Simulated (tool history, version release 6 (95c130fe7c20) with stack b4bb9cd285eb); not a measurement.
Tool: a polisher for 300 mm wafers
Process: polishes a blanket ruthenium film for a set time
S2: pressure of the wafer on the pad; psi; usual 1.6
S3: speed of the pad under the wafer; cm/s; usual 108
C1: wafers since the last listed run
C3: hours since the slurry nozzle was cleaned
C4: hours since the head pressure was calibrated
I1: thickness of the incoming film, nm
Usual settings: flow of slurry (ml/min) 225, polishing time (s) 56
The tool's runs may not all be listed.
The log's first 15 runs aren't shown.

Run 16, hour 193.2: usual settings; C1 130; wafers polished on this pad 943; C3 223.6; C4 903; I1 594.5. Result: film removed (angstrom) 430.
At hour 199.8: head pressure recalibrated.
At hour 202.1: worn pad replaced by a new one.
Run 17, hour 206.3: usual settings; C1 97; wafers polished on this pad 46; C3 236.7; C4 6.5; I1 583.8. Result: film removed (angstrom) 442.
At hour 221: slurry nozzle cleaned.
Run 18, hour 221.9: usual settings but flow of slurry (ml/min) 180, polishing time (s) 51; C1 160; wafers polished on this pad 206; C3 0.9; C4 22.1; I1 582. Result: film removed (angstrom) 411.
Run 19, hour 239.7: usual settings but S2 1.3 psi; C1 195; wafers polished on this pad 402; C3 18.7; C4 39.9; I1 587.9. Result: film removed (angstrom) 380.
Run 20, hour 256.6: usual settings but S2 2.1 psi; C1 185; wafers polished on this pad 588; C3 35.6; C4 56.8; I1 601.8. Result: film removed (angstrom) 582.
Run 21, hour 264.1: usual settings but S3 140 cm/s, polishing time (s) 45; C1 82; wafers polished on this pad 670; C3 43.1; C4 64.3; I1 592.1. Result: film removed (angstrom) 462.
Run 22, hour 270.9: usual settings but flow of slurry (ml/min) 270, S2 1.4 psi, S3 132 cm/s; C1 74; wafers polished on this pad 745; C3 49.9; C4 71.1; I1 587.4. Result: film removed (angstrom) 488.
Run 23, hour 287.2: usual settings; C1 179; wafers polished on this pad 924; C3 66.2; C4 87.4; I1 584.6. Result: film removed (angstrom) 432.
At hour 298: worn pad replaced by a new one.
Run 24, hour 298.7: usual settings but flow of slurry (ml/min) 165; C1 82; wafers polished on this pad 7; C3 77.7; C4 98.9; I1 587.4. Result: film removed (angstrom) 436.
Run 25, hour 312.2: usual settings but flow of slurry (ml/min) 200, polishing time (s) 44; C1 148; wafers polished on this pad 155; C3 91.2; C4 112.4; I1 583.9. Result: film removed (angstrom) 349.
Run 26, hour 328: usual settings; C1 173; wafers polished on this pad 329; C3 107; C4 128.2; I1 589.7. Result: film removed (angstrom) 455.
Run 27, hour 343.7: usual settings but S2 1.2 psi, S3 78 cm/s; C1 172; wafers polished on this pad 501; C3 122.7; C4 143.9; I1 581. Result: film removed (angstrom) 245.

Forecast run 28:
Run 28, hour 357.2: usual settings but flow of slurry (ml/min) 280, S2 1.9 psi, S3 98 cm/s; C1 148; wafers polished on this pad 650; C3 136.2; C4 157.4; I1 594.2. Result: film removed (angstrom) ?.

Run 28 gave film removed (angstrom) 478.
Without the tool's hidden state the same run would have given film removed (angstrom) 524.

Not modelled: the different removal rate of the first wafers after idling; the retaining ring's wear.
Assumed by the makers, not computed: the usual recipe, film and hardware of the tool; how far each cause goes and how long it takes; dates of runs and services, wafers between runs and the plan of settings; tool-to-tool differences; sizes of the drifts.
